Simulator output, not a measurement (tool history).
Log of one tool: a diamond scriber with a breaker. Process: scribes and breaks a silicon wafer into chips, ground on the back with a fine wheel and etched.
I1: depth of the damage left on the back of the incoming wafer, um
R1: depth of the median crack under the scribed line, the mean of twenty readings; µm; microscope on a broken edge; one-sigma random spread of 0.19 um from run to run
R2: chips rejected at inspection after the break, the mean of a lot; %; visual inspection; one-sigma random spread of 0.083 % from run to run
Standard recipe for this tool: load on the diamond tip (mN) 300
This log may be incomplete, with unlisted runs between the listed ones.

Run 1, hour 0: usual settings but load on the diamond tip (mN) 240; I1 0.48. Result: R1 12.76 µm, R2 3.03 %.
Run 2, hour 36.4: usual settings but load on the diamond tip (mN) 240; I1 0.4. Result: R1 12.96 µm, R2 3.38 %.
Run 3, hour 73.1: usual settings but load on the diamond tip (mN) 341; I1 0.79. Result: R1 14.96 µm, R2 1.47 %.
Run 4, hour 111.6: usual settings but load on the diamond tip (mN) 341; I1 0.31. Result: R1 14.56 µm, R2 1.35 %.
Run 5, hour 207.5: usual settings but load on the diamond tip (mN) 341; I1 0.54. Result: R1 14.91 µm, R2 1.29 %.
Run 6, hour 300.9: usual settings; I1 0.62. Result: R1 13.8 µm, R2 1.96 %.
Run 7, hour 385.1: usual settings; I1 0.48. Result: R1 13.21 µm, R2 2.09 %.
At hour 395.4: load on the tip recalibrated.
Run 8, hour 449.5: usual settings but load on the diamond tip (mN) 360; I1 0.48. Result: R1 14.86 µm, R2 1.38 %.
Run 9, hour 517.7: usual settings but load on the diamond tip (mN) 360; I1 0.53. Result: R1 14.94 µm, R2 1.29 %.
Run 10, hour 581.9: usual settings but load on the diamond tip (mN) 360; I1 0.47. Result: R1 14.96 µm, R2 1.51 %.
Run 11, hour 671.3: usual settings but load on the diamond tip (mN) 358; I1 0.75. Result: R1 14.35 µm, R2 1.17 %.
At hour 735.9: diamond tip replaced by a new one.
Run 12, hour 758.3: usual settings but load on the diamond tip (mN) 343; I1 0.46. Result: R1 15.48 µm, R2 1.65 %.
Run 13, hour 820.7: usual settings but load on the diamond tip (mN) 215; I1 0.78. Result: R1 12.5 µm, R2 4.77 %.
At hour 849.4: load on the tip recalibrated.
Run 14, hour 901: usual settings; I1 0.79. Result: R1 13.95 µm, R2 1.75 %.
Run 15, hour 953.9: usual settings but load on the diamond tip (mN) 331; I1 0.42. Result: R1 14.52 µm, R2 1.44 %.
Run 16, hour 1028.7: usual settings; I1 0.65. Result: R1 13.92 µm, R2 1.6 %.
Run 17, hour 1102.1: usual settings but load on the diamond tip (mN) 241; I1 0.31. Result: R1 12.62 µm, R2 4.45 %.
Run 18, hour 1146.4: usual settings but load on the diamond tip (mN) 237; I1 0.56. Result: R1 12.61 µm, R2 4.87 %.
Run 19, hour 1322.2: usual settings but load on the diamond tip (mN) 242; I1 0.52. Result: R1 12.46 µm, R2 5.29 %.
At hour 1376.8: load on the tip recalibrated.
Run 20, hour 1403.7: usual settings but load on the diamond tip (mN) 230; I1 0.68. Result: R1 12.2 µm, R2 6.25 %.
Run 21, hour 1489.6: usual settings but load on the diamond tip (mN) 385; I1 0.63. Result: R1 15.33 µm, R2 1.64 %.

Below are 5 alternative next runs, each starting from the tool's condition after run 21. Predict each:
Run A, hour 1490.1: usual settings; I1 0.56. Result: R1 ?, R2 ?.
Run B, hour 1490.1: usual settings but load on the diamond tip (mN) 376; I1 0.56. Result: R1 ?, R2 ?.
Run C, hour 1490.1: usual settings but load on the diamond tip (mN) 231; I1 0.56. Result: R1 ?, R2 ?.
Run D, hour 1490.1: usual settings but load on the diamond tip (mN) 246; I1 0.56. Result: R1 ?, R2 ?.
Run E, hour 1490.1: usual settings but load on the diamond tip (mN) 349; I1 0.56. Result: R1 ?, R2 ?.

run     R1    R2
  A  13.47  2.22
  B  14.83  1.57
  C  12.17  6.41
  D  12.45  5.14
  E  14.35  1.42
Without the tool's unlogged condition, the same runs would have read:
run     R1    R2
  A   14.4  1.42
  B  15.86  3.07
  C  13.01  3.26
  D  13.32  2.51
  E  15.35  2.14
